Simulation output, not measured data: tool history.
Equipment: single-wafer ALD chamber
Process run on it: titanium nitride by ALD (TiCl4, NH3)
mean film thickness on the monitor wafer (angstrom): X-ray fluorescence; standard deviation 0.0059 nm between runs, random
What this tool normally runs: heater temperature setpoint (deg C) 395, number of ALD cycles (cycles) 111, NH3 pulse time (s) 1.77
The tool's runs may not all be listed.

| run | day | heater temperature setpoint (deg C) | number of ALD cycles (cycles) | NH3 pulse time (s) | wafers since the last listed run | hours since the last thermocouple change | hours since the showerhead was replaced | hours since the gauge calibration | read-back reference wafer on the same gauge, thickness_nm | mean film thickness on the monitor wafer (angstrom) |
|---|---|---|---|---|---|---|---|---|---|---|
| 1 | 0 | 406 | 111 | 1.77 | 0 | 1961.6 | 5424.4 | 101.5 | 2.781 | 23.78 |
| 2 | 0.596 | 395 | 111 | 1.99 | 35 | 1975.9 | 5438.7 | 115.8 | 2.78 | 23.63 |
| 3 | 1.054 | 395 | 111 | 1.99 | 27 | 1986.9 | 5449.7 | 126.8 | 2.78 | 23.69 |
|  | 1.312 | gauge calibrated |
| 4 | 3.242 | 395 | 111 | 1.99 | 129 | 2039.4 | 5502.2 | 46.3 | 2.778 | 23.71 |
| 5 | 3.812 | 395 | 111 | 1.77 | 33 | 2053.1 | 5515.9 | 60 | 2.779 | 23.4 |
| 6 | 4.308 | 395 | 111 | 1.77 | 29 | 2065 | 5527.8 | 71.9 | 2.78 | 23.46 |
|  | 5.058 | thermocouple changed; heater temperature recalibrated |
| 7 | 5.079 | 395 | 111 | 1.77 | 25 | 0.5 | 5546.3 | 90.4 | 2.78 | 23.55 |
| 8 | 5.446 | 395 | 111 | 1.77 | 21 | 9.3 | 5555.1 | 99.2 | 2.782 | 23.55 |
| 9 | 5.854 | 400 | 130 | 2.42 | 24 | 19.1 | 5564.9 | 109 | 2.777 | 28 |
|  | 6.446 | showerhead replaced |
| 10 | 6.467 | 395 | 111 | 1.77 | 16 | 33.8 | 0.5 | 123.7 | 2.78 | 23.46 |
|  | 6.612 | gauge calibrated |
| 11 | 6.838 | 395 | 111 | 1.77 | 22 | 42.7 | 9.4 | 5.4 | 2.781 | 23.49 |
| 12 | 7.138 | 395 | 111 | 1.77 | 17 | 49.9 | 16.6 | 12.6 | 2.778 | 23.6 |
| 13 | 7.696 | 404 | 100 | 1.37 | 33 | 63.3 | 30 | 26 | 2.78 | 21.08 |
| 14 | 7.95 | 399 | 118 | 1.77 | 15 | 69.4 | 36.1 | 32.1 | 2.78 | 25.16 |
| 15 | 8.358 | 402 | 123 | 2.37 | 24 | 79.2 | 45.9 | 41.9 | 2.778 | 26.45 |
| 16 | 8.95 | 395 | 101 | 1.17 | 35 | 93.4 | 60.1 | 56.1 | 2.778 | 20.9 |

What differs in the tool's unlogged condition from the final listed run ahead of each entry between runs to the first listed run following it?
In the gap between runs 3 and 4: gauge calibrated (day 1.312)
  no hidden state differs between the two runs
In the gap between runs 6 and 7: thermocouple changed; heater temperature recalibrated (day 5.058)
  no hidden state differs between the two runs
In the gap between runs 9 and 10: showerhead replaced (day 6.446)
  no hidden state differs between the two runs
In the gap between runs 10 and 11: gauge calibrated (day 6.612)
  no hidden state differs between the two runs
